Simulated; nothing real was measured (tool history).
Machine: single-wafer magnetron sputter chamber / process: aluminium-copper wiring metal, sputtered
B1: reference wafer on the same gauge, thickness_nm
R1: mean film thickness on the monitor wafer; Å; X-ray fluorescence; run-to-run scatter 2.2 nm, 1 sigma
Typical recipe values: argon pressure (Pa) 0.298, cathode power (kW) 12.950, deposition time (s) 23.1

run 1 hour=0.0 | argon_pressure_(Pa)=0.340 cathode_power_(kW)=12.950 deposition_time_(s)=23.1 | B1=445.157 | R1=5271.54
run 2 hour=64.3 | argon_pressure_(Pa)=0.340 cathode_power_(kW)=12.950 deposition_time_(s)=23.1 | B1=445.366 | R1=5229.04
run 3 hour=129.7 | argon_pressure_(Pa)=0.334 cathode_power_(kW)=12.950 deposition_time_(s)=23.1 | B1=444.879 | R1=5247.26
run 4 hour=174.8 | argon_pressure_(Pa)=0.334 cathode_power_(kW)=12.950 deposition_time_(s)=23.1 | B1=444.338 | R1=5241.92
run 5 hour=232.5 | argon_pressure_(Pa)=0.298 cathode_power_(kW)=15.150 deposition_time_(s)=23.1 | B1=444.497 | R1=6182.91
run 6 hour=269.2 | argon_pressure_(Pa)=0.250 cathode_power_(kW)=12.950 deposition_time_(s)=23.1 | B1=445.489 | R1=5556.89
-- hour=279.4 sputter target and shields replaced
run 7 hour=368.4 | argon_pressure_(Pa)=0.250 cathode_power_(kW)=12.950 deposition_time_(s)=23.1 | B1=445.209 | R1=5702.53
run 8 hour=453.3 | argon_pressure_(Pa)=0.298 cathode_power_(kW)=12.950 deposition_time_(s)=25.6 | B1=445.028 | R1=6054.45
run 9 hour=513.7 | argon_pressure_(Pa)=0.298 cathode_power_(kW)=12.950 deposition_time_(s)=25.6 | B1=445.200 | R1=5989.37
run 10 hour=600.8 | argon_pressure_(Pa)=0.298 cathode_power_(kW)=12.950 deposition_time_(s)=23.1 | B1=445.258 | R1=5386.46
run 11 hour=655.8 | argon_pressure_(Pa)=0.298 cathode_power_(kW)=12.950 deposition_time_(s)=23.1 | B1=445.753 | R1=5423.97
-- hour=757.5 sputter target and shields replaced
run 12 hour=758.0 | argon_pressure_(Pa)=0.298 cathode_power_(kW)=12.950 deposition_time_(s)=23.1 | B1=445.483 | R1=5688.50
run 13 hour=809.1 | argon_pressure_(Pa)=0.298 cathode_power_(kW)=12.950 deposition_time_(s)=23.1 | B1=445.415 | R1=5615.25
run 14 hour=899.1 | argon_pressure_(Pa)=0.298 cathode_power_(kW)=12.950 deposition_time_(s)=23.1 | B1=445.382 | R1=5479.10
run 15 hour=1001.7 | argon_pressure_(Pa)=0.298 cathode_power_(kW)=12.950 deposition_time_(s)=23.1 | B1=444.950 | R1=5420.31
run 16 hour=1065.3 | argon_pressure_(Pa)=0.298 cathode_power_(kW)=12.950 deposition_time_(s)=23.1 | B1=444.659 | R1=5415.69
-- hour=1074.2 gauge calibrated
run 17 hour=1122.2 | argon_pressure_(Pa)=0.298 cathode_power_(kW)=11.600 deposition_time_(s)=27.5 | B1=445.798 | R1=5825.87
-- hour=1159.4 sputter target and shields replaced
run 18 hour=1207.5 | argon_pressure_(Pa)=0.221 cathode_power_(kW)=14.950 deposition_time_(s)=23.1 | B1=445.333 | R1=6697.58
run 19 hour=1302.8 | argon_pressure_(Pa)=0.340 cathode_power_(kW)=12.950 deposition_time_(s)=23.1 | B1=444.758 | R1=5319.29
run 20 hour=1379.4 | argon_pressure_(Pa)=0.298 cathode_power_(kW)=12.950 deposition_time_(s)=23.1 | B1=445.035 | R1=5422.39
run 21 hour=1429.2 | argon_pressure_(Pa)=0.298 cathode_power_(kW)=12.950 deposition_time_(s)=23.1 | B1=445.244 | R1=5407.57
-- hour=1456.4 magnet pack replaced
run 22 hour=1479.8 | argon_pressure_(Pa)=0.337 cathode_power_(kW)=11.600 deposition_time_(s)=21.7 | B1=444.988 | R1=4472.78
run 23 hour=1563.8 | argon_pressure_(Pa)=0.298 cathode_power_(kW)=12.950 deposition_time_(s)=23.1 | B1=444.591 | R1=5367.70
-- hour=1594.0 sputter target and shields replaced
run 24 hour=1639.8 | argon_pressure_(Pa)=0.230 cathode_power_(kW)=12.100 deposition_time_(s)=23.1 | B1=443.930 | R1=5490.16
run 25 hour=1688.1 | argon_pressure_(Pa)=0.366 cathode_power_(kW)=15.750 deposition_time_(s)=23.1 | B1=445.114 | R1=6303.21
-- hour=1716.0 capacitance manometer re-zeroed and calibrated
run 26 hour=1945.0 | argon_pressure_(Pa)=0.298 cathode_power_(kW)=12.950 deposition_time_(s)=23.1 | B1=444.968 | R1=5331.43
run 27 hour=1981.5 | argon_pressure_(Pa)=0.346 cathode_power_(kW)=15.650 deposition_time_(s)=19.9 | B1=444.838 | R1=5207.50
run 28 hour=2043.6 | argon_pressure_(Pa)=0.248 cathode_power_(kW)=14.000 deposition_time_(s)=25.5 | B1=444.585 | R1=6544.80
-- hour=2059.8 sputter target and shields replaced
run 29 hour=2079.8 | argon_pressure_(Pa)=0.298 cathode_power_(kW)=12.950 deposition_time_(s)=20.7 | B1=445.116 | R1=5014.90
run 30 hour=2171.2 | argon_pressure_(Pa)=0.298 cathode_power_(kW)=12.950 deposition_time_(s)=24.8 | B1=445.021 | R1=5855.14

Predict each of these 3 candidate next runs independently; none follows another, all start after run 30:
run A hour=2171.6 | argon_pressure_(Pa)=0.364 cathode_power_(kW)=12.950 deposition_time_(s)=23.1 | B1=? | R1=?
run B hour=2171.6 | argon_pressure_(Pa)=0.298 cathode_power_(kW)=12.950 deposition_time_(s)=26.7 | B1=? | R1=?
run C hour=2171.6 | argon_pressure_(Pa)=0.298 cathode_power_(kW)=12.950 deposition_time_(s)=21.7 | B1=? | R1=?

run=A B1=445.153 R1=5165.02
run=B B1=445.153 R1=6267.59
run=C B1=445.153 R1=5093.89
What these runs would have given with no unlogged condition in the tool:
run=A R1=5240.69
run=B R1=6383.57
run=C R1=5188.15
